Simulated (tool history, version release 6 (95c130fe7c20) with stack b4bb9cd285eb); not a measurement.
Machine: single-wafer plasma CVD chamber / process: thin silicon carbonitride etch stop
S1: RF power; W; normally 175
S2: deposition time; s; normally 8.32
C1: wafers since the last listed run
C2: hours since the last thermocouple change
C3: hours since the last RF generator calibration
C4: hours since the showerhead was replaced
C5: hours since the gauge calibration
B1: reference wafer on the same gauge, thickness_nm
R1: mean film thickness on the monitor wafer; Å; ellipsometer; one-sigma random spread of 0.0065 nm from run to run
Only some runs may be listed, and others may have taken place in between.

| run | day | S1 | S2 | C1 | C2 | C3 | C4 | C5 | B1 | R1 |
|---|---|---|---|---|---|---|---|---|---|---|
| 1 | 0.000 | 175 | 8.32 | 0 | 654.7 | 1510.4 | 7500.6 | 23.7 | 5.152 | 43.30 |
| 2 | 0.729 | 175 | 8.32 | 398 | 672.2 | 1527.9 | 7518.1 | 41.2 | 5.153 | 43.36 |
| 3 | 1.138 | 160 | 8.32 | 223 | 682.0 | 1537.7 | 7527.9 | 51.0 | 5.158 | 42.37 |
| 4 | 1.454 | 200 | 8.82 | 173 | 689.6 | 1545.3 | 7535.5 | 58.6 | 5.159 | 47.85 |
| 5 | 2.125 | 200 | 8.82 | 366 | 705.7 | 1561.4 | 7551.6 | 74.7 | 5.160 | 47.81 |
| 6 | 2.512 | 200 | 8.82 | 211 | 715.0 | 1570.7 | 7560.9 | 84.0 | 5.169 | 47.76 |
| 7 | 3.212 | 175 | 8.32 | 382 | 731.8 | 1587.5 | 7577.7 | 100.8 | 5.169 | 43.47 |
| 8 | 3.554 | 175 | 8.32 | 186 | 740.0 | 1595.7 | 7585.9 | 109.0 | 5.167 | 43.47 |
| 9 | 4.008 | 175 | 8.32 | 248 | 750.9 | 1606.6 | 7596.8 | 119.9 | 5.169 | 43.58 |
| 10 | 4.742 | 175 | 8.32 | 400 | 768.5 | 1624.2 | 7614.4 | 137.5 | 5.179 | 43.55 |
| 11 | 5.338 | 175 | 8.32 | 325 | 782.8 | 1638.5 | 7628.7 | 151.8 | 5.181 | 43.54 |
|  | 7.242 | RF generator calibrated |
| 12 | 7.262 | 175 | 8.32 | 869 | 829.0 | 0.5 | 7674.9 | 198.0 | 5.187 | 43.68 |
| 13 | 7.583 | 150 | 9.85 | 175 | 836.7 | 8.2 | 7682.6 | 205.7 | 5.187 | 49.33 |
| 14 | 8.129 | 145 | 9.74 | 298 | 849.8 | 21.3 | 7695.7 | 218.8 | 5.192 | 48.60 |
| 15 | 8.671 | 175 | 8.32 | 295 | 862.8 | 34.3 | 7708.7 | 231.8 | 5.191 | 43.65 |
|  | 9.358 | thermocouple changed; heater temperature recalibrated |
| 16 | 9.379 | 195 | 7.45 | 204 | 0.5 | 51.3 | 7725.7 | 248.8 | 5.199 | 40.34 |
| 17 | 9.708 | 155 | 7.36 | 179 | 8.4 | 59.2 | 7733.6 | 256.7 | 5.203 | 37.40 |
|  | 10.225 | showerhead replaced |
| 18 | 10.246 | 175 | 8.32 | 111 | 21.3 | 72.1 | 0.5 | 269.6 | 5.202 | 43.82 |
|  | 10.729 | gauge calibrated |
| 19 | 10.800 | 175 | 8.32 | 302 | 34.6 | 85.4 | 13.8 | 1.7 | 5.144 | 43.34 |
| 20 | 11.071 | 175 | 8.32 | 147 | 41.1 | 91.9 | 20.3 | 8.2 | 5.149 | 43.28 |
| 21 | 11.792 | 175 | 8.96 | 393 | 58.4 | 109.2 | 37.6 | 25.5 | 5.151 | 46.65 |
| 22 | 12.271 | 175 | 8.32 | 261 | 69.9 | 120.7 | 49.1 | 37.0 | 5.156 | 43.40 |
| 23 | 13.583 | 165 | 7.75 | 717 | 101.4 | 152.2 | 80.6 | 68.5 | 5.162 | 39.77 |
| 24 | 14.121 | 205 | 9.61 | 293 | 114.3 | 165.1 | 93.5 | 81.4 | 5.164 | 52.41 |
| 25 | 14.425 | 200 | 7.23 | 166 | 121.6 | 172.4 | 100.8 | 88.7 | 5.166 | 39.17 |

5 ways to go on from here, each from the tool as it stands after run 25. What would each give?
| A | 14.442 | 175 | 8.32 | 9 | 122.0 | 172.8 | 101.2 | 89.1 | ? | ? |
| B | 14.442 | 190 | 7.54 | 9 | 122.0 | 172.8 | 101.2 | 89.1 | ? | ? |
| C | 14.442 | 190 | 7.10 | 9 | 122.0 | 172.8 | 101.2 | 89.1 | ? | ? |
| D | 14.442 | 200 | 6.74 | 9 | 122.0 | 172.8 | 101.2 | 89.1 | ? | ? |
| E | 14.442 | 175 | 7.69 | 9 | 122.0 | 172.8 | 101.2 | 89.1 | ? | ? |

| run | B1 | R1 |
|---|---|---|
| A | 5.166 | 43.59 |
| B | 5.166 | 40.45 |
| C | 5.166 | 38.09 |
| D | 5.166 | 36.70 |
| E | 5.166 | 40.29 |
With the hidden condition removed and each run's random variation left untouched, the same runs would have given:
| run | R1 |
|---|---|
| A | 43.47 |
| B | 40.34 |
| C | 37.99 |
| D | 36.60 |
| E | 40.18 |
